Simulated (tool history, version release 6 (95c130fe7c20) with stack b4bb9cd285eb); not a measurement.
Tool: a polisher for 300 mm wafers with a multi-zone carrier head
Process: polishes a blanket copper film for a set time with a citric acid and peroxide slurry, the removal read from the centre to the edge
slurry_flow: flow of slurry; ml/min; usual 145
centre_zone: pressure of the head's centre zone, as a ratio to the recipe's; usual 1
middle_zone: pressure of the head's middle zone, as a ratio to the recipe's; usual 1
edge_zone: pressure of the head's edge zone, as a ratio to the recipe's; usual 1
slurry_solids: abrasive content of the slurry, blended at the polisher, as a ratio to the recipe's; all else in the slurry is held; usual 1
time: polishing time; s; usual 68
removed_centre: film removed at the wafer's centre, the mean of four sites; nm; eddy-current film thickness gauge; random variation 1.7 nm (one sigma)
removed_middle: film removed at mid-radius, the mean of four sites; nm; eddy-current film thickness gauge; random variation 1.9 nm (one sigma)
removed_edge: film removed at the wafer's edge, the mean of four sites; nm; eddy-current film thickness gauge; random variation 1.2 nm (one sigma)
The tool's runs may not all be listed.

| run | hour | slurry_flow | centre_zone | middle_zone | edge_zone | slurry_solids | time | wafers since the last listed run | wafers polished on this pad | hours since the slurry nozzle was cleaned | hours since the centre zone pressure was calibrated | hours since the edge zone pressure was calibrated | hours since the carrier head's membrane was replaced | incoming thickness of the incoming film, nm | removed_centre | removed_middle | removed_edge |
|---|---|---|---|---|---|---|---|---|---|---|---|---|---|---|---|---|---|
| 1 | 0 | 110 | 1 | 1 | 1 | 1 | 68 | 0 | 319 | 559.8 | 327.1 | 575.5 | 1121.3 | 900.8 | 108.4 | 115 | 128.9 |
| 2 | 71.7 | 110 | 1 | 1 | 1 | 1 | 68 | 598 | 917 | 631.5 | 398.8 | 647.2 | 1193 | 904.4 | 104.1 | 114.7 | 127.4 |
|  | 126.5 | worn pad replaced by a new one |
| 3 | 139.9 | 145 | 1 | 1 | 1 | 1 | 68 | 535 | 111 | 699.7 | 467 | 715.4 | 1261.2 | 909.7 | 120.4 | 127.5 | 139.6 |
| 4 | 186.3 | 145 | 1 | 1 | 1 | 1 | 68 | 387 | 498 | 746.1 | 513.4 | 761.8 | 1307.6 | 891.5 | 120.4 | 125 | 139.5 |
| 5 | 214.6 | 145 | 1 | 1 | 1 | 1 | 68 | 236 | 734 | 774.4 | 541.7 | 790.1 | 1335.9 | 894.9 | 119.9 | 126.4 | 137.8 |
| 6 | 258.7 | 145 | 1 | 1 | 1 | 1 | 68 | 367 | 1102 | 818.5 | 585.8 | 834.2 | 1380 | 917.3 | 120.4 | 126.4 | 136.2 |
|  | 308.8 | slurry nozzle cleaned |
|  | 321.5 | worn pad replaced by a new one |
| 7 | 329.9 | 145 | 1 | 1.09 | 1 | 1 | 68 | 552 | 70 | 21.1 | 657 | 905.4 | 1451.2 | 908.7 | 144.4 | 158.4 | 151.8 |
|  | 372.8 | centre zone pressure recalibrated |
| 8 | 380.6 | 145 | 1 | 1 | 1 | 1 | 68 | 406 | 476 | 71.8 | 7.8 | 956.1 | 1501.9 | 906.3 | 143.1 | 147.5 | 150.4 |
|  | 403.5 | edge zone pressure recalibrated |
| 9 | 415.9 | 145 | 1 | 1 | 1 | 1 | 68 | 277 | 754 | 107.1 | 43.1 | 12.4 | 1537.2 | 886 | 139.3 | 146.1 | 151.1 |
| 10 | 482.4 | 125 | 1 | 1.05 | 1 | 1.1 | 68 | 554 | 1309 | 173.6 | 109.6 | 78.9 | 1603.7 | 898.3 | 131.4 | 140.8 | 145.5 |
|  | 495.7 | worn pad replaced by a new one |
|  | 537.4 | carrier head's membrane replaced by a new one |
| 11 | 537.9 | 100 | 1 | 1 | 0.95 | 0.7 | 68 | 387 | 310 | 229.1 | 165.1 | 134.4 | 0.5 | 907.2 | 107.9 | 113.8 | 124.8 |
| 12 | 574.1 | 145 | 0.96 | 0.97 | 1.05 | 1 | 52 | 301 | 612 | 265.3 | 201.3 | 170.6 | 36.7 | 899.7 | 100 | 105.9 | 115.5 |
| 13 | 605 | 145 | 1 | 1 | 1 | 1 | 68 | 257 | 869 | 296.2 | 232.2 | 201.5 | 67.6 | 910.4 | 132.3 | 138.1 | 143.6 |
| 14 | 636.5 | 145 | 1 | 1.1 | 1 | 1 | 68 | 262 | 1132 | 327.7 | 263.7 | 233 | 99.1 | 906.3 | 132.3 | 143.5 | 144.8 |
|  | 660.6 | worn pad replaced by a new one |
| 15 | 671.5 | 145 | 1 | 1 | 1 | 1 | 68 | 258 | 90 | 362.7 | 298.7 | 268 | 134.1 | 907.4 | 128 | 137 | 141.8 |
| 16 | 696.2 | 145 | 1 | 1 | 1.1 | 1 | 55 | 206 | 296 | 387.4 | 323.4 | 292.7 | 158.8 | 910.2 | 104.3 | 111.1 | 120.7 |
| 17 | 766 | 145 | 1 | 1 | 1.06 | 1.15 | 68 | 582 | 879 | 457.2 | 393.2 | 362.5 | 228.6 | 907.7 | 133.5 | 139 | 149.5 |
| 18 | 824.9 | 145 | 1 | 1 | 0.91 | 1.2 | 68 | 491 | 1370 | 516.1 | 452.1 | 421.4 | 287.5 | 914.2 | 128.9 | 135.4 | 139.1 |
|  | 838.1 | worn pad replaced by a new one |
| 19 | 862.2 | 145 | 1 | 1 | 1 | 1.1 | 68 | 277 | 200 | 553.4 | 489.4 | 458.7 | 324.8 | 885.4 | 128.2 | 134.8 | 144 |

4 ways to go on from here, each from the tool as it stands after run 19. What would each give?
| A | 862.6 | 145 | 1.06 | 1 | 1 | 1 | 68 | 3 | 204 | 553.8 | 489.8 | 459.1 | 325.2 | 899.7 | ? | ? | ? |
| B | 862.6 | 165 | 1 | 1 | 1 | 1 | 68 | 3 | 204 | 553.8 | 489.8 | 459.1 | 325.2 | 899.7 | ? | ? | ? |
| C | 862.6 | 145 | 1 | 1 | 1 | 1.25 | 68 | 3 | 204 | 553.8 | 489.8 | 459.1 | 325.2 | 899.7 | ? | ? | ? |
| D | 862.6 | 180 | 1.1 | 1 | 1 | 1 | 68 | 3 | 204 | 553.8 | 489.8 | 459.1 | 325.2 | 899.7 | ? | ? | ? |

| run | removed_centre | removed_middle | removed_edge |
|---|---|---|---|
| A | 135.8 | 136 | 140.9 |
| B | 134.7 | 142.1 | 145.1 |
| C | 132.6 | 140.9 | 146 |
| D | 152.7 | 145.8 | 147.6 |
Without the tool's hidden state the same runs would have given:
| run | removed_centre | removed_middle | removed_edge |
|---|---|---|---|
| A | 160.5 | 157.4 | 155.7 |
| B | 155.8 | 161.5 | 158.6 |
| C | 156.8 | 163.1 | 161.4 |
| D | 174.4 | 163.9 | 160.4 |

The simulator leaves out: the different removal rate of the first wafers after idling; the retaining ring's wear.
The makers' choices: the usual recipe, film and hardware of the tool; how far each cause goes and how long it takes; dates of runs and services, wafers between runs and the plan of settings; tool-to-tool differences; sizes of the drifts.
